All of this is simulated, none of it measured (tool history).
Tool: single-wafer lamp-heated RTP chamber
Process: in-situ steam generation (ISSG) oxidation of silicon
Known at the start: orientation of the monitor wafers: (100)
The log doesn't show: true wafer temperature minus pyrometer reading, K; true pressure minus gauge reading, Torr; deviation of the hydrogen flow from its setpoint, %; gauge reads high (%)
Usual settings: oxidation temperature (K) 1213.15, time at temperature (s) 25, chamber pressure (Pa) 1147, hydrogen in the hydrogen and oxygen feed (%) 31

run,day,oxidation temperature (K),time at temperature (s),chamber pressure (Pa),hydrogen in the hydrogen and oxygen feed (%),wafers since the last listed run,wafers since the last pyrometer calibration,hours since the pressure gauge was zeroed,hours since the hydrogen flow controller was replaced,hours since the gauge calibration,"read-back reference wafer on the same gauge, thickness",oxide thickness on the monitor wafer (nm)
1,0.000,1213.15,25,1147,31,0,3940,2718.8,3759.4,990.5,4.759,5.559
2,1.638,1213.15,25,1147,31,310,4251,2758.1,3798.7,1029.8,4.759,5.536
# day 2.296: pyrometer window cleaned and pyrometer calibrated
3,5.975,1213.15,25,1147,31,759,698,2862.2,3902.8,1133.9,4.757,5.487
4,8.833,1213.15,25,1147,31,542,1240,2930.8,3971.4,1202.5,4.761,5.496
5,12.433,1213.15,25,1147,32,683,1923,3017.2,4057.8,1288.9,4.764,5.549
6,14.454,1213.15,25,1147,32,383,2307,3065.7,4106.3,1337.4,4.760,5.561
7,16.767,1213.15,25,1147,31,438,2746,3121.2,4161.8,1392.9,4.760,5.523
8,20.521,1213.15,25,1147,31,712,3458,3211.3,4251.9,1483.0,4.758,5.536
9,22.967,1213.15,25,1147,31,464,3923,3270.0,4310.6,1541.7,4.758,5.559
# day 25.412: pyrometer window cleaned and pyrometer calibrated
10,25.875,1213.15,25,1147,31,488,87,3339.8,4380.4,1611.5,4.762,5.506
11,29.558,1213.15,25,1147,31,699,786,3428.2,4468.8,1699.9,4.759,5.492
# day 31.525: gauge calibrated
12,32.579,1213.15,25,1147,31,573,1360,3500.7,4541.3,25.3,4.762,5.492
13,36.158,1213.15,25,1213,31,679,2039,3586.6,4627.2,111.2,4.760,5.482
14,38.758,1213.15,25,1213,31,493,2532,3649.0,4689.6,173.6,4.761,5.477
15,42.317,1213.15,25,1147,31,675,3208,3734.4,4775.0,259.0,4.761,5.561
# day 44.767: pressure gauge zeroed
16,46.550,1213.15,17,1147,31,740,3948,42.8,4876.6,360.6,4.760,4.791
# day 48.358: pyrometer window cleaned and pyrometer calibrated
17,49.433,1213.15,25,1147,31,483,203,112.0,4945.8,429.8,4.758,5.501
18,52.025,1196.15,20,1147,26,491,695,174.2,5008.0,492.0,4.760,4.593
19,64.038,1213.15,20,1147,31,2279,2975,462.5,5296.3,780.3,4.762,5.072
# day 67.162: hydrogen flow controller replaced
20,67.533,1195.15,21,1293,32,600,3575,546.4,8.9,864.2,4.761,4.861
# day 70.808: pyrometer window cleaned and pyrometer calibrated
21,70.829,1213.15,25,1147,31,562,3,625.5,88.0,943.3,4.760,5.469
22,74.804,1213.15,25,1147,31,754,758,720.9,183.4,1038.7,4.759,5.484
23,78.904,1213.15,25,1147,31,778,1536,819.3,281.8,1137.1,4.759,5.533
24,81.100,1213.15,15,1147,31,416,1953,872.0,334.5,1189.8,4.761,4.533
25,83.512,1224.15,33,1307,32,457,2410,929.9,392.4,1247.7,4.759,6.342
26,85.971,1202.15,25,1053,27,466,2877,988.9,451.4,1306.7,4.761,5.202
27,87.954,1213.15,25,1147,31,376,3253,1036.5,499.0,1354.3,4.757,5.513
28,90.754,1213.15,25,1147,31,531,3785,1103.7,566.2,1421.5,4.761,5.543
# day 92.762: pyrometer window cleaned and pyrometer calibrated
29,92.783,1213.15,25,1147,31,321,4,1152.4,614.9,1470.2,4.757,5.494
30,95.792,1213.15,21,1347,32,570,575,1224.6,687.1,1542.4,4.759,5.015
31,99.796,1220.15,25,1253,22,759,1335,1320.7,783.2,1638.5,4.761,5.144

How the hidden state differs across the entries between the runs, from the last listed run before each to the first after it:
Between runs 2 and 3: pyrometer window cleaned and pyrometer calibrated (day 2.296)
  true wafer temperature minus pyrometer reading, K: 4.6 -> 0.865
  measured less the result without the state, oxide thickness on the monitor wafer (nm): +0.079 -> +0.015
Between runs 9 and 10: pyrometer window cleaned and pyrometer calibrated (day 25.412)
  true wafer temperature minus pyrometer reading, K: 4 -> 0.618
  measured less the result without the state, oxide thickness on the monitor wafer (nm): +0.068 -> +0.011
Between runs 11 and 12: gauge calibrated (day 31.525)
  true wafer temperature minus pyrometer reading, K: 1.3 -> 1.86
  measured less the result without the state, oxide thickness on the monitor wafer (nm): +0.022 -> +0.031
Between runs 15 and 16: pressure gauge zeroed (day 44.767)
  true wafer temperature minus pyrometer reading, K: 3.65 -> 4.43
  measured less the result without the state, oxide thickness on the monitor wafer (nm): +0.063 -> +0.058
Between runs 16 and 17: pyrometer window cleaned and pyrometer calibrated (day 48.358)
  true wafer temperature minus pyrometer reading, K: 4.43 -> 0.594
  measured less the result without the state, oxide thickness on the monitor wafer (nm): +0.058 -> +0.010
Between runs 19 and 20: hydrogen flow controller replaced (day 67.162)
  true wafer temperature minus pyrometer reading, K: 3.29 -> 3.93
  measured less the result without the state, oxide thickness on the monitor wafer (nm): +0.048 -> +0.051
Between runs 20 and 21: pyrometer window cleaned and pyrometer calibrated (day 70.808)
  true wafer temperature minus pyrometer reading, K: 3.93 -> 0.0976
  measured less the result without the state, oxide thickness on the monitor wafer (nm): +0.051 -> +0.002
Between runs 28 and 29: pyrometer window cleaned and pyrometer calibrated (day 92.762)
  true wafer temperature minus pyrometer reading, K: 3.78 -> 0.794
  measured less the result without the state, oxide thickness on the monitor wafer (nm): +0.065 -> +0.014
